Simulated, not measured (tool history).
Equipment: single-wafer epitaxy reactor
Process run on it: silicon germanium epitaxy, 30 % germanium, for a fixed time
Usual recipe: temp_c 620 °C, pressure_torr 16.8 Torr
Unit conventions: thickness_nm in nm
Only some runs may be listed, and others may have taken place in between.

run	hour	temp_c	pressure_torr	wafers since the last listed run	hours since the last pyrometer calibration	hours since the last manometer calibration	hours since the showerhead was replaced	hours since the gauge calibration	read-back reference wafer on the same gauge, thickness_nm	thickness_nm
1	0.0	620	19.9	0	1134.0	3092.8	5992.4	161.2	86.719	73.867
2	9.1	629	16.8	132	1143.1	3101.9	6001.5	170.3	86.667	82.151
3	24.3	629	16.8	221	1158.3	3117.1	6016.7	185.5	86.679	82.644
4	32.6	629	16.8	120	1166.6	3125.4	6025.0	193.8	86.763	82.614
5	49.6	615	18.7	247	1183.6	3142.4	6042.0	210.8	86.654	65.317
6	57.0	620	16.8	107	1191.0	3149.8	6049.4	218.2	86.655	68.586
7	64.2	620	16.8	104	1198.2	3157.0	6056.6	225.4	86.734	68.697
8	81.1	620	16.8	246	1215.1	3173.9	6073.5	242.3	86.736	68.640
9	94.5	620	16.8	195	1228.5	3187.3	6086.9	255.7	86.683	68.817
10	102.7	620	16.8	119	1236.7	3195.5	6095.1	263.9	86.694	68.313
11	111.1	620	16.8	122	1245.1	3203.9	6103.5	272.3	86.707	68.808
12	124.0	620	16.8	187	1258.0	3216.8	6116.4	285.2	86.728	68.741
13	132.9	620	16.8	129	1266.9	3225.7	6125.3	294.1	86.697	68.457
# hour 136.2: gauge calibrated
# hour 145.1: showerhead replaced
14	146.0	616	18.2	74	1280.0	3238.8	0.9	9.8	86.728	65.917
15	158.8	620	16.8	186	1292.8	3251.6	13.7	22.6	86.708	68.361
16	167.0	620	13.3	119	1301.0	3259.8	21.9	30.8	86.727	61.711
17	184.4	620	16.8	253	1318.4	3277.2	39.3	48.2	86.725	68.527
18	202.0	620	19.2	256	1336.0	3294.8	56.9	65.8	86.649	72.772
# hour 223.7: capacitance manometer re-zeroed and calibrated
19	224.2	616	18.2	206	1358.2	0.5	79.1	88.0	86.637	65.161
20	234.2	607	15.1	145	1368.2	10.5	89.1	98.0	86.700	50.402
21	242.4	616	18.2	119	1376.4	18.7	97.3	106.2	86.696	65.458
22	252.9	608	18.6	152	1386.9	29.2	107.8	116.7	86.753	56.017
# hour 268.3: pyrometer calibrated
23	268.8	628	20.0	115	0.5	45.1	123.7	132.6	86.662	100.610
24	269.5	633	16.8	10	1.2	45.8	124.4	133.3	86.703	102.656
25	315.9	620	16.8	675	47.6	92.2	170.8	179.7	86.669	78.968
26	329.8	616	16.8	202	61.5	106.1	184.7	193.6	86.661	72.317
27	346.1	620	14.6	237	77.8	122.4	201.0	209.9	86.659	73.773

Describe how what the log doesn't record of the tool's condition differs between the last listed run preceding each entry between runs and the first listed run following it.
After run 13, before run 14: gauge calibrated (hour 136.2); showerhead replaced (hour 145.1)
  wafer temperature above the value expected at the setpoint (K): -5.8 -> -5.81
  measured less the result without the state, thickness_nm: -8.448 -> -8.239 nm
After run 18, before run 19: capacitance manometer re-zeroed and calibrated (hour 223.7)
  wafer temperature above the value expected at the setpoint (K): -5.85 -> -5.87
  measured less the result without the state, thickness_nm: -9.062 -> -8.225 nm
After run 22, before run 23: pyrometer calibrated (hour 268.3)
  wafer temperature above the value expected at the setpoint (K): -5.88 -> 1.67
  measured less the result without the state, thickness_nm: -7.250 -> +3.219 nm
